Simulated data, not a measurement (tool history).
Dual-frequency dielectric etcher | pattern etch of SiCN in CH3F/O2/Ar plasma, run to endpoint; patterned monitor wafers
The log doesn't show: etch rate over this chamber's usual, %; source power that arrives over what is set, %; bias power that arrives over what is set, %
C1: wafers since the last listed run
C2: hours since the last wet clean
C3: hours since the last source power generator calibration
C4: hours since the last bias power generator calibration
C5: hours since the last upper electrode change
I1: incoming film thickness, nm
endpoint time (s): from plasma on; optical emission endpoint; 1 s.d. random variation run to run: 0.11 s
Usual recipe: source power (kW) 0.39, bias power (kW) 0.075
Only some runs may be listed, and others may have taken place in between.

run 1 day=0 | source_power_(kW)=0.39 bias_power_(kW)=0.086 | C1=0 C2=391.8 C3=1257.7 C4=2923.1 C5=2418.4 | I1=13.74 | endpoint_time_(s)=34.7
run 2 day=0.675 | source_power_(kW)=0.39 bias_power_(kW)=0.075 | C1=164 C2=408 C3=1273.9 C4=2939.3 C5=2434.6 | I1=13.63 | endpoint_time_(s)=36.2
run 3 day=1.983 | source_power_(kW)=0.39 bias_power_(kW)=0.075 | C1=319 C2=439.4 C3=1305.3 C4=2970.7 C5=2466 | I1=13.65 | endpoint_time_(s)=36.2
-- day=3.871 wet clean of the chamber
run 4 day=3.892 | source_power_(kW)=0.39 bias_power_(kW)=0.075 | C1=222 C2=0.5 C3=1351.1 C4=3016.5 C5=2511.8 | I1=13.65 | endpoint_time_(s)=37.2
run 5 day=4.554 | source_power_(kW)=0.36 bias_power_(kW)=0.075 | C1=161 C2=16.4 C3=1367 C4=3032.4 C5=2527.7 | I1=13.76 | endpoint_time_(s)=38.8
run 6 day=5.533 | source_power_(kW)=0.36 bias_power_(kW)=0.075 | C1=239 C2=39.9 C3=1390.5 C4=3055.9 C5=2551.2 | I1=13.47 | endpoint_time_(s)=38
run 7 day=6.729 | source_power_(kW)=0.36 bias_power_(kW)=0.075 | C1=292 C2=68.6 C3=1419.2 C4=3084.6 C5=2579.9 | I1=13.57 | endpoint_time_(s)=38.2
run 8 day=7.908 | source_power_(kW)=0.46 bias_power_(kW)=0.075 | C1=288 C2=96.9 C3=1447.5 C4=3112.9 C5=2608.2 | I1=13.71 | endpoint_time_(s)=34.6
run 9 day=8.712 | source_power_(kW)=0.46 bias_power_(kW)=0.075 | C1=196 C2=116.2 C3=1466.8 C4=3132.2 C5=2627.5 | I1=13.77 | endpoint_time_(s)=34.8
run 10 day=9.5 | source_power_(kW)=0.39 bias_power_(kW)=0.075 | C1=192 C2=135.1 C3=1485.7 C4=3151.1 C5=2646.4 | I1=13.66 | endpoint_time_(s)=37
run 11 day=10.354 | source_power_(kW)=0.39 bias_power_(kW)=0.075 | C1=208 C2=155.6 C3=1506.2 C4=3171.6 C5=2666.9 | I1=13.74 | endpoint_time_(s)=37.2
run 12 day=11.596 | source_power_(kW)=0.31 bias_power_(kW)=0.075 | C1=303 C2=185.4 C3=1536 C4=3201.4 C5=2696.7 | I1=13.7 | endpoint_time_(s)=40.6
run 13 day=12.896 | source_power_(kW)=0.42 bias_power_(kW)=0.061 | C1=317 C2=216.6 C3=1567.2 C4=3232.6 C5=2727.9 | I1=13.67 | endpoint_time_(s)=38.6
run 14 day=13.683 | source_power_(kW)=0.39 bias_power_(kW)=0.075 | C1=192 C2=235.5 C3=1586.1 C4=3251.5 C5=2746.8 | I1=13.52 | endpoint_time_(s)=36.5
run 15 day=14.446 | source_power_(kW)=0.39 bias_power_(kW)=0.075 | C1=186 C2=253.8 C3=1604.4 C4=3269.8 C5=2765.1 | I1=13.76 | endpoint_time_(s)=37.1
run 16 day=15.067 | source_power_(kW)=0.39 bias_power_(kW)=0.075 | C1=151 C2=268.7 C3=1619.3 C4=3284.7 C5=2780 | I1=13.62 | endpoint_time_(s)=36.5
run 17 day=16.142 | source_power_(kW)=0.3 bias_power_(kW)=0.093 | C1=262 C2=294.5 C3=1645.1 C4=3310.5 C5=2805.8 | I1=13.73 | endpoint_time_(s)=37.8
run 18 day=16.842 | source_power_(kW)=0.39 bias_power_(kW)=0.075 | C1=171 C2=311.3 C3=1661.9 C4=3327.3 C5=2822.6 | I1=13.68 | endpoint_time_(s)=36.8
run 19 day=17.392 | source_power_(kW)=0.36 bias_power_(kW)=0.062 | C1=134 C2=324.5 C3=1675.1 C4=3340.5 C5=2835.8 | I1=13.79 | endpoint_time_(s)=40.8
run 20 day=18.488 | source_power_(kW)=0.47 bias_power_(kW)=0.065 | C1=267 C2=350.8 C3=1701.4 C4=3366.8 C5=2862.1 | I1=13.66 | endpoint_time_(s)=35.5
-- day=19.512 source power generator calibrated
run 21 day=19.617 | source_power_(kW)=0.39 bias_power_(kW)=0.075 | C1=235 C2=377.9 C3=2.5 C4=3393.9 C5=2889.2 | I1=13.69 | endpoint_time_(s)=36.4
-- day=21.35 upper electrode replaced
run 22 day=21.371 | source_power_(kW)=0.35 bias_power_(kW)=0.063 | C1=184 C2=420 C3=44.6 C4=3436 C5=0.5 | I1=13.6 | endpoint_time_(s)=40.1
run 23 day=21.854 | source_power_(kW)=0.48 bias_power_(kW)=0.06 | C1=118 C2=431.6 C3=56.2 C4=3447.6 C5=12.1 | I1=13.66 | endpoint_time_(s)=35.8
-- day=22.608 bias power generator calibrated
-- day=23.042 wet clean of the chamber
run 24 day=23.096 | source_power_(kW)=0.46 bias_power_(kW)=0.081 | C1=157 C2=1.3 C3=86 C4=11.7 C5=41.9 | I1=13.85 | endpoint_time_(s)=34.1
run 25 day=23.862 | source_power_(kW)=0.34 bias_power_(kW)=0.09 | C1=187 C2=19.7 C3=104.4 C4=30.1 C5=60.3 | I1=13.69 | endpoint_time_(s)=36.9
run 26 day=24.704 | source_power_(kW)=0.48 bias_power_(kW)=0.09 | C1=205 C2=39.9 C3=124.6 C4=50.3 C5=80.5 | I1=13.87 | endpoint_time_(s)=32.3
run 27 day=25.296 | source_power_(kW)=0.33 bias_power_(kW)=0.07 | C1=144 C2=54.1 C3=138.8 C4=64.5 C5=94.7 | I1=13.71 | endpoint_time_(s)=41.1
run 28 day=26.625 | source_power_(kW)=0.33 bias_power_(kW)=0.075 | C1=324 C2=86 C3=170.7 C4=96.4 C5=126.6 | I1=13.89 | endpoint_time_(s)=40.5
run 29 day=28.096 | source_power_(kW)=0.35 bias_power_(kW)=0.085 | C1=359 C2=121.3 C3=206 C4=131.7 C5=161.9 | I1=13.67 | endpoint_time_(s)=36.8
run 30 day=29.196 | source_power_(kW)=0.39 bias_power_(kW)=0.075 | C1=268 C2=147.7 C3=232.4 C4=158.1 C5=188.3 | I1=13.64 | endpoint_time_(s)=37
run 31 day=30.208 | source_power_(kW)=0.39 bias_power_(kW)=0.075 | C1=247 C2=172 C3=256.7 C4=182.4 C5=212.6 | I1=13.77 | endpoint_time_(s)=37.3
run 32 day=30.833 | source_power_(kW)=0.48 bias_power_(kW)=0.068 | C1=152 C2=187 C3=271.7 C4=197.4 C5=227.6 | I1=13.65 | endpoint_time_(s)=35
run 33 day=32.275 | source_power_(kW)=0.39 bias_power_(kW)=0.075 | C1=352 C2=221.6 C3=306.3 C4=232 C5=262.2 | I1=13.74 | endpoint_time_(s)=36.9
run 34 day=33.021 | source_power_(kW)=0.33 bias_power_(kW)=0.084 | C1=182 C2=239.5 C3=324.2 C4=249.9 C5=280.1 | I1=13.63 | endpoint_time_(s)=37.5

What if the next run were any one of these 5? Each begins from the tool's condition after run 34:
run A day=33.038 | source_power_(kW)=0.39 bias_power_(kW)=0.075 | C1=4 C2=239.9 C3=324.6 C4=250.3 C5=280.5 | I1=13.8 | endpoint_time_(s)=?
run B day=33.038 | source_power_(kW)=0.49 bias_power_(kW)=0.08 | C1=4 C2=239.9 C3=324.6 C4=250.3 C5=280.5 | I1=13.8 | endpoint_time_(s)=?
run C day=33.038 | source_power_(kW)=0.3 bias_power_(kW)=0.069 | C1=4 C2=239.9 C3=324.6 C4=250.3 C5=280.5 | I1=13.8 | endpoint_time_(s)=?
run D day=33.038 | source_power_(kW)=0.46 bias_power_(kW)=0.061 | C1=4 C2=239.9 C3=324.6 C4=250.3 C5=280.5 | I1=13.8 | endpoint_time_(s)=?
run E day=33.038 | source_power_(kW)=0.33 bias_power_(kW)=0.065 | C1=4 C2=239.9 C3=324.6 C4=250.3 C5=280.5 | I1=13.8 | endpoint_time_(s)=?

run=A endpoint_time_(s)=36.9
run=B endpoint_time_(s)=32.9
run=C endpoint_time_(s)=42.5
run=D endpoint_time_(s)=37.2
run=E endpoint_time_(s)=41.8
Without the tool's unlogged condition, the same runs would have read:
run=A endpoint_time_(s)=37.6
run=B endpoint_time_(s)=33.5
run=C endpoint_time_(s)=43.3
run=D endpoint_time_(s)=37.9
run=E endpoint_time_(s)=42.5
